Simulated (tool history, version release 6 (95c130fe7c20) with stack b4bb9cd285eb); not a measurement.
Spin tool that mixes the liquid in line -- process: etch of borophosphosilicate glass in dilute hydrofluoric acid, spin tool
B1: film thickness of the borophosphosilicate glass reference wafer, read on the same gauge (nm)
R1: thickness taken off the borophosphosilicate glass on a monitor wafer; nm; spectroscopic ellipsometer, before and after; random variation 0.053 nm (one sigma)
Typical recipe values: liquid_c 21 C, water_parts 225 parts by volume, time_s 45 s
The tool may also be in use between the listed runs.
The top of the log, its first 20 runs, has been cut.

{"run": 21, "hour": 1772.9, "liquid_c": 25, "water_parts": 145, "time_s": 30, "B1": 90.01, "R1": 7.4}
{"run": 22, "hour": 1914.2, "liquid_c": 21, "water_parts": 225, "time_s": 45, "B1": 89.99, "R1": 5.66}
{"run": 23, "hour": 1994.7, "liquid_c": 18.5, "water_parts": 285, "time_s": 35, "B1": 90.01, "R1": 3}
{"run": 24, "hour": 2037.7, "liquid_c": 17, "water_parts": 225, "time_s": 55, "B1": 90, "R1": 5.98}
{"run": 25, "hour": 2081.1, "liquid_c": 21, "water_parts": 320, "time_s": 45, "B1": 90, "R1": 3.64}
{"run": 26, "hour": 2167.6, "liquid_c": 22.5, "water_parts": 300, "time_s": 45, "B1": 90, "R1": 4.15}
{"run": 27, "hour": 2243.0, "liquid_c": 17.5, "water_parts": 195, "time_s": 45, "B1": 90, "R1": 5.92}
{"run": 28, "hour": 2328.2, "liquid_c": 19.5, "water_parts": 225, "time_s": 45, "B1": 90.02, "R1": 5.29}
{"run": 29, "hour": 2403.6, "liquid_c": 21, "water_parts": 225, "time_s": 45, "B1": 89.97, "R1": 5.57}
{"run": 30, "hour": 2506.2, "liquid_c": 23.5, "water_parts": 120, "time_s": 20, "B1": 89.99, "R1": 5.7}
{"run": 31, "hour": 2558.5, "liquid_c": 19, "water_parts": 275, "time_s": 25, "B1": 89.97, "R1": 2.26}
{"hour": 2612.5, "done": "thermometer replaced"}
{"run": 32, "hour": 2614.6, "liquid_c": 24.5, "water_parts": 190, "time_s": 65, "B1": 90.04, "R1": 11.47}
{"hour": 2683.4, "done": "hydrofluoric acid flow meter replaced"}
{"run": 33, "hour": 2836.3, "liquid_c": 21, "water_parts": 225, "time_s": 45, "B1": 89.97, "R1": 5.62}

Predict each of these 3 candidate next runs independently; none follows another, all start after run 33:
{"run": "A", "hour": 2836.7, "liquid_c": 21, "water_parts": 225, "time_s": 45, "B1": "?", "R1": "?"}
{"run": "B", "hour": 2836.7, "liquid_c": 18, "water_parts": 295, "time_s": 70, "B1": "?", "R1": "?"}
{"run": "C", "hour": 2836.7, "liquid_c": 21, "water_parts": 260, "time_s": 45, "B1": "?", "R1": "?"}

run=A B1=90 R1=5.56
run=B B1=90 R1=5.53
run=C B1=90 R1=4.65
The same runs, with their run-to-run variation unchanged, on a tool lacking any hidden condition would have given:
run=A R1=5.56
run=B R1=5.53
run=C R1=4.65
